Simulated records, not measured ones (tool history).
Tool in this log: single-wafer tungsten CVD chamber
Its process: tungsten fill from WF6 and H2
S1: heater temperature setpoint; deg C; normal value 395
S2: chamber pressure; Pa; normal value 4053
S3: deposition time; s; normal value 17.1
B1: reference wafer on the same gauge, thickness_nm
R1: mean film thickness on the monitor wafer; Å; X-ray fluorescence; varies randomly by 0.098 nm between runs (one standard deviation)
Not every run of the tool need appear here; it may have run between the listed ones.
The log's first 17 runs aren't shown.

{"run": 18, "hour": 203.7, "S1": 404, "S2": 4053, "S3": 16.1, "B1": 47.116, "R1": 584.12}
{"hour": 212.0, "done": "capacitance manometer re-zeroed and calibrated"}
{"run": 19, "hour": 215.2, "S1": 395, "S2": 4506, "S3": 17.1, "B1": 47.067, "R1": 527.93}
{"run": 20, "hour": 230.4, "S1": 395, "S2": 4053, "S3": 17.1, "B1": 47.115, "R1": 501.88}
{"hour": 242.1, "done": "thermocouple changed; heater temperature recalibrated"}
{"run": 21, "hour": 243.7, "S1": 395, "S2": 4053, "S3": 17.1, "B1": 47.067, "R1": 469.62}
{"run": 22, "hour": 257.0, "S1": 395, "S2": 4680, "S3": 17.1, "B1": 47.097, "R1": 505.44}
{"hour": 264.0, "done": "gauge calibrated"}
{"run": 23, "hour": 270.4, "S1": 380, "S2": 4053, "S3": 15.3, "B1": 47.066, "R1": 301.33}
{"run": 24, "hour": 285.3, "S1": 405, "S2": 3666, "S3": 18.8, "B1": 47.121, "R1": 608.85}
{"run": 25, "hour": 293.1, "S1": 406, "S2": 4400, "S3": 15.5, "B1": 47.119, "R1": 556.67}
{"run": 26, "hour": 306.8, "S1": 395, "S2": 4053, "S3": 17.1, "B1": 47.08, "R1": 473.71}
{"run": 27, "hour": 317.7, "S1": 395, "S2": 4053, "S3": 17.1, "B1": 47.107, "R1": 472.66}
{"run": 28, "hour": 331.1, "S1": 409, "S2": 4053, "S3": 20.3, "B1": 47.087, "R1": 748.18}
{"run": 29, "hour": 342.7, "S1": 389, "S2": 4053, "S3": 13.8, "B1": 47.107, "R1": 335.47}
{"run": 30, "hour": 350.2, "S1": 395, "S2": 3533, "S3": 17.1, "B1": 47.129, "R1": 443.3}
{"run": 31, "hour": 356.5, "S1": 395, "S2": 4053, "S3": 15.2, "B1": 47.105, "R1": 421.89}

What does the tool deliver on the next run?
{"run": 32, "hour": 365.4, "S1": 386, "S2": 3706, "S3": 14.5, "B1": "?", "R1": "?"}

For run 32 the tool returned B1 47.096, R1 316.36 Å.
With the hidden condition absent and the run-to-run variation left alone, this run would have shown R1 309.34 Å.

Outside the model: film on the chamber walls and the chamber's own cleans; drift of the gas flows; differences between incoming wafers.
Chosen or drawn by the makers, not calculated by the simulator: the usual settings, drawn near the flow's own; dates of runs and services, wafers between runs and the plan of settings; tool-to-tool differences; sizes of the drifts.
